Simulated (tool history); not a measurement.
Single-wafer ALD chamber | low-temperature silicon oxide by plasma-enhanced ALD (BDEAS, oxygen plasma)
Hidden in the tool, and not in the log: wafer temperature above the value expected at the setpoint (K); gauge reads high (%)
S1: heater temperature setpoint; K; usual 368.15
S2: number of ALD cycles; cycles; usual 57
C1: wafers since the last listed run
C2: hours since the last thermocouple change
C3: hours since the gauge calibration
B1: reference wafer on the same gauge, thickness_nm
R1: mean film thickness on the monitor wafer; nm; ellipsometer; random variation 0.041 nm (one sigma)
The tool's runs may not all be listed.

{"run": 1, "hour": 0.0, "S1": 368.15, "S2": 63, "C1": 0, "C2": 825.2, "C3": 584.3, "B1": 7.574, "R1": 8.779}
{"run": 2, "hour": 30.7, "S1": 368.15, "S2": 60, "C1": 92, "C2": 855.9, "C3": 615, "B1": 7.546, "R1": 8.316}
{"hour": 53.1, "done": "gauge calibrated"}
{"run": 3, "hour": 57.2, "S1": 368.15, "S2": 50, "C1": 79, "C2": 882.4, "C3": 4.1, "B1": 7.777, "R1": 7.113}
{"run": 4, "hour": 76.0, "S1": 368.15, "S2": 50, "C1": 56, "C2": 901.2, "C3": 22.9, "B1": 7.746, "R1": 7.109}
{"run": 5, "hour": 112.0, "S1": 368.15, "S2": 50, "C1": 108, "C2": 937.2, "C3": 58.9, "B1": 7.747, "R1": 7.143}
{"run": 6, "hour": 125.9, "S1": 374.15, "S2": 57, "C1": 41, "C2": 951.1, "C3": 72.8, "B1": 7.76, "R1": 8.021}
{"run": 7, "hour": 149.1, "S1": 368.15, "S2": 57, "C1": 69, "C2": 974.3, "C3": 96, "B1": 7.76, "R1": 8.16}
{"run": 8, "hour": 184.6, "S1": 368.15, "S2": 57, "C1": 106, "C2": 1009.8, "C3": 131.5, "B1": 7.76, "R1": 8.186}
{"run": 9, "hour": 280.7, "S1": 368.15, "S2": 57, "C1": 289, "C2": 1105.9, "C3": 227.6, "B1": 7.731, "R1": 8.124}
{"run": 10, "hour": 303.9, "S1": 368.15, "S2": 57, "C1": 69, "C2": 1129.1, "C3": 250.8, "B1": 7.731, "R1": 8.117}
{"run": 11, "hour": 337.4, "S1": 368.15, "S2": 57, "C1": 100, "C2": 1162.6, "C3": 284.3, "B1": 7.755, "R1": 8.132}
{"run": 12, "hour": 354.7, "S1": 368.15, "S2": 57, "C1": 52, "C2": 1179.9, "C3": 301.6, "B1": 7.732, "R1": 8.061}
{"run": 13, "hour": 380.7, "S1": 365.15, "S2": 48, "C1": 78, "C2": 1205.9, "C3": 327.6, "B1": 7.711, "R1": 6.86}
{"run": 14, "hour": 460.4, "S1": 365.15, "S2": 48, "C1": 239, "C2": 1285.6, "C3": 407.3, "B1": 7.68, "R1": 6.878}
{"run": 15, "hour": 492.9, "S1": 365.15, "S2": 48, "C1": 97, "C2": 1318.1, "C3": 439.8, "B1": 7.68, "R1": 6.828}
{"run": 16, "hour": 523.0, "S1": 368.15, "S2": 57, "C1": 90, "C2": 1348.2, "C3": 469.9, "B1": 7.656, "R1": 8.027}
{"hour": 533.9, "done": "thermocouple changed; heater temperature recalibrated"}
{"run": 17, "hour": 545.6, "S1": 368.15, "S2": 57, "C1": 43, "C2": 11.7, "C3": 492.5, "B1": 7.668, "R1": 8.04}
{"run": 18, "hour": 576.6, "S1": 368.15, "S2": 57, "C1": 93, "C2": 42.7, "C3": 523.5, "B1": 7.646, "R1": 8.079}
{"run": 19, "hour": 603.8, "S1": 358.15, "S2": 46, "C1": 81, "C2": 69.9, "C3": 550.7, "B1": 7.616, "R1": 6.668}
{"run": 20, "hour": 625.6, "S1": 359.15, "S2": 66, "C1": 65, "C2": 91.7, "C3": 572.5, "B1": 7.598, "R1": 9.486}
{"run": 21, "hour": 652.9, "S1": 368.15, "S2": 61, "C1": 82, "C2": 119, "C3": 599.8, "B1": 7.579, "R1": 8.538}
{"run": 22, "hour": 667.8, "S1": 377.15, "S2": 51, "C1": 44, "C2": 133.9, "C3": 614.7, "B1": 7.57, "R1": 6.999}
{"run": 23, "hour": 680.6, "S1": 354.15, "S2": 53, "C1": 38, "C2": 146.7, "C3": 627.5, "B1": 7.566, "R1": 7.7}
{"run": 24, "hour": 706.4, "S1": 368.15, "S2": 47, "C1": 77, "C2": 172.5, "C3": 653.3, "B1": 7.566, "R1": 6.573}
{"run": 25, "hour": 719.4, "S1": 378.15, "S2": 57, "C1": 39, "C2": 185.5, "C3": 666.3, "B1": 7.543, "R1": 7.69}
{"hour": 738.8, "done": "gauge calibrated"}
{"run": 26, "hour": 739.9, "S1": 383.15, "S2": 57, "C1": 61, "C2": 206, "C3": 1.1, "B1": 7.712, "R1": 7.814}
{"run": 27, "hour": 770.3, "S1": 368.15, "S2": 57, "C1": 91, "C2": 236.4, "C3": 31.5, "B1": 7.72, "R1": 8.088}
{"run": 28, "hour": 790.7, "S1": 368.15, "S2": 57, "C1": 61, "C2": 256.8, "C3": 51.9, "B1": 7.693, "R1": 7.997}
{"run": 29, "hour": 812.8, "S1": 368.15, "S2": 57, "C1": 66, "C2": 278.9, "C3": 74, "B1": 7.738, "R1": 8.122}
{"run": 30, "hour": 833.6, "S1": 361.15, "S2": 48, "C1": 62, "C2": 299.7, "C3": 94.8, "B1": 7.724, "R1": 7.025}
{"run": 31, "hour": 853.2, "S1": 381.15, "S2": 57, "C1": 58, "C2": 319.3, "C3": 114.4, "B1": 7.704, "R1": 7.948}
{"run": 32, "hour": 878.4, "S1": 368.15, "S2": 57, "C1": 75, "C2": 344.5, "C3": 139.6, "B1": 7.682, "R1": 8.034}
{"run": 33, "hour": 893.9, "S1": 368.15, "S2": 57, "C1": 46, "C2": 360, "C3": 155.1, "B1": 7.725, "R1": 8.016}
{"run": 34, "hour": 920.8, "S1": 358.15, "S2": 53, "C1": 80, "C2": 386.9, "C3": 182, "B1": 7.681, "R1": 7.673}
{"run": 35, "hour": 934.7, "S1": 368.15, "S2": 57, "C1": 41, "C2": 400.8, "C3": 195.9, "B1": 7.703, "R1": 8.099}
{"run": 36, "hour": 964.1, "S1": 380.15, "S2": 51, "C1": 88, "C2": 430.2, "C3": 225.3, "B1": 7.689, "R1": 6.969}
{"run": 37, "hour": 984.5, "S1": 368.15, "S2": 57, "C1": 61, "C2": 450.6, "C3": 245.7, "B1": 7.687, "R1": 8.072}

Forecast each of these 4 alternatives for the next run:
{"run": "A", "hour": 985.0, "S1": 368.15, "S2": 57, "C1": 1, "C2": 451.1, "C3": 246.2, "B1": "?", "R1": "?"}
{"run": "B", "hour": 985.0, "S1": 355.15, "S2": 57, "C1": 1, "C2": 451.1, "C3": 246.2, "B1": "?", "R1": "?"}
{"run": "C", "hour": 985.0, "S1": 383.15, "S2": 48, "C1": 1, "C2": 451.1, "C3": 246.2, "B1": "?", "R1": "?"}
{"run": "D", "hour": 985.0, "S1": 359.15, "S2": 62, "C1": 1, "C2": 451.1, "C3": 246.2, "B1": "?", "R1": "?"}

run=A B1=7.699 R1=8.121
run=B B1=7.699 R1=8.451
run=C B1=7.699 R1=6.618
run=D B1=7.699 R1=9.082
Without the tool's hidden state the same runs would have given:
run=A R1=8.179
run=B R1=8.511
run=C R1=6.665
run=D R1=9.147
